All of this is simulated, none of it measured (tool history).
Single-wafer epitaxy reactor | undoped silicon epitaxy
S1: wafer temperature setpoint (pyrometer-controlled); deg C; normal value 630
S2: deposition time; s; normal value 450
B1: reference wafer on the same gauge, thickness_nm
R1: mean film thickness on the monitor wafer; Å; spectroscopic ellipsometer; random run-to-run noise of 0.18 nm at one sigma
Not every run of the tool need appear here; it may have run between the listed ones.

| run | day | S1 | S2 | B1 | R1 |
|---|---|---|---|---|---|
| 1 | 0 | 630 | 497 | 54.059 | 564.32 |
| 2 | 7.396 | 630 | 497 | 54.063 | 560.59 |
| 3 | 10.988 | 630 | 450 | 54.14 | 510.56 |
| 4 | 16.758 | 630 | 450 | 54.108 | 512.19 |
| 5 | 19.204 | 630 | 450 | 54.105 | 511 |
| 6 | 23.038 | 630 | 472 | 54.131 | 535.03 |
|  | 23.571 | gauge calibrated |
| 7 | 25.271 | 630 | 472 | 54.095 | 536.32 |
| 8 | 29.088 | 630 | 472 | 54.102 | 540.94 |
| 9 | 31.721 | 630 | 450 | 54.135 | 512.62 |
| 10 | 34.021 | 630 | 450 | 54.124 | 514.55 |
| 11 | 35.642 | 630 | 450 | 54.154 | 515.53 |
| 12 | 39.838 | 623 | 450 | 54.036 | 430.18 |
| 13 | 42.267 | 630 | 450 | 54.171 | 515.94 |
| 14 | 44.233 | 630 | 450 | 54.134 | 518.45 |
| 15 | 47.738 | 618 | 509 | 54.066 | 424.54 |
| 16 | 50.696 | 639 | 518 | 54.06 | 747.76 |
| 17 | 53.975 | 626 | 474 | 54.105 | 491.2 |
|  | 55.238 | pyrometer calibrated |
| 18 | 57.058 | 620 | 450 | 54.089 | 389.61 |
| 19 | 61.025 | 636 | 491 | 54.153 | 644.09 |
| 20 | 65.475 | 638 | 480 | 54.088 | 666.04 |
| 21 | 68.738 | 643 | 511 | 54.071 | 804.76 |
| 22 | 71.771 | 630 | 450 | 54.041 | 508.34 |

Run-by-run hidden state of the tool:
gauge reads high (%): 0 on each run
H1: wafer temperature above the value expected at the setpoint (K)
| run | H1 |
|---|---|
| 1 | 0.127 |
| 2 | 0.169 |
| 3 | 0.193 |
| 4 | 0.238 |
| 5 | 0.259 |
| 6 | 0.294 |
| 7 | 0.316 |
| 8 | 0.356 |
| 9 | 0.385 |
| 10 | 0.412 |
| 11 | 0.432 |
| 12 | 0.485 |
| 13 | 0.517 |
| 14 | 0.544 |
| 15 | 0.594 |
| 16 | 0.639 |
| 17 | 0.69 |
| 18 | -0.0923 |
| 19 | -0.0892 |
| 20 | -0.0819 |
| 21 | -0.0739 |
| 22 | -0.0646 |

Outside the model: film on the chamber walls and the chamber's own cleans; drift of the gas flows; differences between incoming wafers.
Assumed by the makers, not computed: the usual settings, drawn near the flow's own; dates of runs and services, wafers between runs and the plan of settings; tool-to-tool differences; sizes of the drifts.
